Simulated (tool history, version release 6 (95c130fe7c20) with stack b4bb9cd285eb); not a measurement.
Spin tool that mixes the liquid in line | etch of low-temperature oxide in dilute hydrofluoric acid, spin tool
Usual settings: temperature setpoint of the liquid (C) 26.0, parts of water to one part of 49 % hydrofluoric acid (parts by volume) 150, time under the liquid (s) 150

run,hour,temperature setpoint of the liquid (C),parts of water to one part of 49 % hydrofluoric acid (parts by volume),time under the liquid (s),"read-back film thickness of the low-temperature oxide reference wafer, read on the same gauge (nm)",thickness taken off the low-temperature oxide on a monitor wafer (Å)
1,0.0,26.0,185,195,109.98,126.1
2,43.1,26.0,185,195,109.98,125.8
3,107.5,26.0,150,150,110.00,124.5
4,172.0,26.0,150,150,110.01,127.1
5,235.6,26.0,150,150,110.01,129.0
6,300.9,26.0,190,150,110.00,97.3
7,341.8,26.0,150,150,109.98,131.8
# hour 367.0: hydrofluoric acid flow meter replaced
8,386.5,26.0,150,150,110.00,125.7
9,431.6,26.0,150,150,110.02,126.3
10,457.9,26.0,150,150,109.98,126.8
11,496.9,26.0,150,150,109.97,126.2
12,545.0,26.0,150,150,109.99,130.0
13,593.8,26.0,150,150,110.01,130.3
14,629.5,24.0,75,185,110.01,327.5
15,694.5,26.0,150,125,110.00,111.9
16,730.1,26.0,180,175,109.98,125.2
# hour 731.4: thermometer replaced
17,765.4,26.0,170,150,109.99,106.7
18,829.3,26.0,225,205,109.98,102.5
19,884.3,28.0,180,65,110.01,47.8
20,937.3,24.0,95,215,109.97,282.0
21,969.1,28.0,205,70,109.98,43.8
# hour 1019.3: gauge calibrated
22,1037.0,26.0,150,150,109.99,129.7
23,1063.2,26.0,150,150,109.99,131.0
24,1088.6,27.5,185,220,110.00,156.6
# hour 1137.7: hydrofluoric acid flow meter replaced
25,1148.5,26.0,215,150,110.03,79.0
26,1238.6,26.0,110,120,109.99,144.7
27,1293.2,26.0,150,150,109.99,125.3
28,1341.1,26.0,85,115,110.00,190.5
29,1520.1,26.0,150,150,110.01,132.2
30,1585.8,26.0,150,150,110.00,135.3
31,1631.0,26.0,225,150,109.99,81.6

What the log doesn't show, run by run:
gauge reads high (%): 0 in every run
H1: liquid hotter than its thermometer reads (K)
H2: hydrofluoric acid flow above the setpoint (%)
run,H1,H2
1,0.639,2.62
2,0.758,2.98
3,0.934,3.51
4,1.11,4.05
5,1.28,4.58
6,1.46,5.12
7,1.58,5.46
8,1.7,0.441
9,1.82,0.815
10,1.89,1.03
11,2,1.36
12,2.13,1.75
13,2.27,2.16
14,2.36,2.45
15,2.54,2.99
16,2.64,3.29
17,0.203,3.58
18,0.378,4.11
19,0.528,4.57
20,0.674,5.01
21,0.761,5.27
22,0.947,5.83
23,1.02,6.05
24,1.09,6.26
25,1.25,0.638
26,1.5,1.38
27,1.65,1.84
28,1.78,2.23
29,2.27,3.72
30,2.45,4.26
31,2.57,4.64

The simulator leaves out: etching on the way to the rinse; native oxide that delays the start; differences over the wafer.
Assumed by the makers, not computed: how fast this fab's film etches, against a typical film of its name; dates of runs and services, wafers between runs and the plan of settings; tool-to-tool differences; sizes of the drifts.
